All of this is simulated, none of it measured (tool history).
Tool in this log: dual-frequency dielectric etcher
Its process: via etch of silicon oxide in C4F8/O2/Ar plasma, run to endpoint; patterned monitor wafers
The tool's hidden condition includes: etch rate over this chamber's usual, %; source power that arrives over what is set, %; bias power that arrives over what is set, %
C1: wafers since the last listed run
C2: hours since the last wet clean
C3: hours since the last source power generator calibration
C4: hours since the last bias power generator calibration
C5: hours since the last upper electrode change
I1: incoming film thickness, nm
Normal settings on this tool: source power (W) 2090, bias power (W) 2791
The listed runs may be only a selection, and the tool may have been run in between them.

run 1 hour=0.0 | source_power_(W)=2090 bias_power_(W)=2265 | C1=0 C2=231.2 C3=1263.3 C4=2468.9 C5=5343.1 | I1=2169.3 | endpoint_time_(s)=409.5
run 2 hour=6.8 | source_power_(W)=2090 bias_power_(W)=2265 | C1=17 C2=238.0 C3=1270.1 C4=2475.7 C5=5349.9 | I1=2183.7 | endpoint_time_(s)=411.7
run 3 hour=21.1 | source_power_(W)=2090 bias_power_(W)=2791 | C1=36 C2=252.3 C3=1284.4 C4=2490.0 C5=5364.2 | I1=2158.1 | endpoint_time_(s)=383.7
run 4 hour=38.3 | source_power_(W)=2090 bias_power_(W)=2791 | C1=44 C2=269.5 C3=1301.6 C4=2507.2 C5=5381.4 | I1=2159.9 | endpoint_time_(s)=385.9
run 5 hour=54.8 | source_power_(W)=2090 bias_power_(W)=3119 | C1=42 C2=286.0 C3=1318.1 C4=2523.7 C5=5397.9 | I1=2158.4 | endpoint_time_(s)=373.7
run 6 hour=61.1 | source_power_(W)=1730 bias_power_(W)=2791 | C1=16 C2=292.3 C3=1324.4 C4=2530.0 C5=5404.2 | I1=2164.9 | endpoint_time_(s)=422.2
run 7 hour=75.2 | source_power_(W)=2090 bias_power_(W)=2791 | C1=36 C2=306.4 C3=1338.5 C4=2544.1 C5=5418.3 | I1=2163.5 | endpoint_time_(s)=388.9
run 8 hour=92.2 | source_power_(W)=2090 bias_power_(W)=2791 | C1=43 C2=323.4 C3=1355.5 C4=2561.1 C5=5435.3 | I1=2161.9 | endpoint_time_(s)=392.6
run 9 hour=109.5 | source_power_(W)=2090 bias_power_(W)=2791 | C1=44 C2=340.7 C3=1372.8 C4=2578.4 C5=5452.6 | I1=2166.3 | endpoint_time_(s)=385.3
-- hour=140.5 upper electrode replaced
-- hour=148.5 wet clean of the chamber
run 10 hour=149.0 | source_power_(W)=2090 bias_power_(W)=2416 | C1=19 C2=0.5 C3=1412.3 C4=2617.9 C5=8.5 | I1=2178.1 | endpoint_time_(s)=413.2
run 11 hour=149.5 | source_power_(W)=2090 bias_power_(W)=2361 | C1=1 C2=1.0 C3=1412.8 C4=2618.4 C5=9.0 | I1=2158.4 | endpoint_time_(s)=402.5
run 12 hour=149.9 | source_power_(W)=1700 bias_power_(W)=2791 | C1=1 C2=1.4 C3=1413.2 C4=2618.8 C5=9.4 | I1=2183.7 | endpoint_time_(s)=429.3
run 13 hour=150.3 | source_power_(W)=2090 bias_power_(W)=2791 | C1=0 C2=1.8 C3=1413.6 C4=2619.2 C5=9.8 | I1=2167.7 | endpoint_time_(s)=390.0
-- hour=153.9 bias power generator calibrated
run 14 hour=156.0 | source_power_(W)=2090 bias_power_(W)=2791 | C1=5 C2=7.5 C3=1419.3 C4=2.1 C5=15.5 | I1=2170.7 | endpoint_time_(s)=388.3
run 15 hour=167.3 | source_power_(W)=2090 bias_power_(W)=2791 | C1=28 C2=18.8 C3=1430.6 C4=13.4 C5=26.8 | I1=2137.9 | endpoint_time_(s)=386.7
run 16 hour=182.2 | source_power_(W)=2090 bias_power_(W)=2791 | C1=38 C2=33.7 C3=1445.5 C4=28.3 C5=41.7 | I1=2162.5 | endpoint_time_(s)=386.3
run 17 hour=192.2 | source_power_(W)=2090 bias_power_(W)=2476 | C1=25 C2=43.7 C3=1455.5 C4=38.3 C5=51.7 | I1=2162.0 | endpoint_time_(s)=404.1
-- hour=202.1 source power generator calibrated
run 18 hour=205.5 | source_power_(W)=2300 bias_power_(W)=3369 | C1=23 C2=57.0 C3=3.4 C4=51.6 C5=65.0 | I1=2159.6 | endpoint_time_(s)=350.2
run 19 hour=237.3 | source_power_(W)=2370 bias_power_(W)=2337 | C1=81 C2=88.8 C3=35.2 C4=83.4 C5=96.8 | I1=2167.9 | endpoint_time_(s)=389.8
run 20 hour=245.6 | source_power_(W)=2090 bias_power_(W)=2450 | C1=21 C2=97.1 C3=43.5 C4=91.7 C5=105.1 | I1=2141.2 | endpoint_time_(s)=401.1
run 21 hour=252.1 | source_power_(W)=2090 bias_power_(W)=2791 | C1=16 C2=103.6 C3=50.0 C4=98.2 C5=111.6 | I1=2150.0 | endpoint_time_(s)=384.0
run 22 hour=262.4 | source_power_(W)=2090 bias_power_(W)=2099 | C1=26 C2=113.9 C3=60.3 C4=108.5 C5=121.9 | I1=2177.9 | endpoint_time_(s)=414.9
run 23 hour=273.8 | source_power_(W)=2090 bias_power_(W)=3321 | C1=29 C2=125.3 C3=71.7 C4=119.9 C5=133.3 | I1=2159.2 | endpoint_time_(s)=368.6
run 24 hour=289.3 | source_power_(W)=2090 bias_power_(W)=2416 | C1=39 C2=140.8 C3=87.2 C4=135.4 C5=148.8 | I1=2169.7 | endpoint_time_(s)=408.4
run 25 hour=296.8 | source_power_(W)=2450 bias_power_(W)=2324 | C1=19 C2=148.3 C3=94.7 C4=142.9 C5=156.3 | I1=2169.1 | endpoint_time_(s)=381.9
run 26 hour=333.0 | source_power_(W)=2390 bias_power_(W)=3063 | C1=92 C2=184.5 C3=130.9 C4=179.1 C5=192.5 | I1=2182.5 | endpoint_time_(s)=360.9
run 27 hour=343.2 | source_power_(W)=2090 bias_power_(W)=2791 | C1=26 C2=194.7 C3=141.1 C4=189.3 C5=202.7 | I1=2193.3 | endpoint_time_(s)=393.1
run 28 hour=353.0 | source_power_(W)=2460 bias_power_(W)=3070 | C1=25 C2=204.5 C3=150.9 C4=199.1 C5=212.5 | I1=2147.0 | endpoint_time_(s)=347.6
run 29 hour=364.0 | source_power_(W)=2090 bias_power_(W)=2565 | C1=28 C2=215.5 C3=161.9 C4=210.1 C5=223.5 | I1=2157.3 | endpoint_time_(s)=400.0
run 30 hour=373.5 | source_power_(W)=2350 bias_power_(W)=2548 | C1=24 C2=225.0 C3=171.4 C4=219.6 C5=233.0 | I1=2162.6 | endpoint_time_(s)=377.0

List, for all runs, the conditions of the tool that the log does not record:
etch rate over this chamber's usual, %: 0 on each run
source power that arrives over what is set, %: 0 on each run
bias power that arrives over what is set, %: 0 on each run
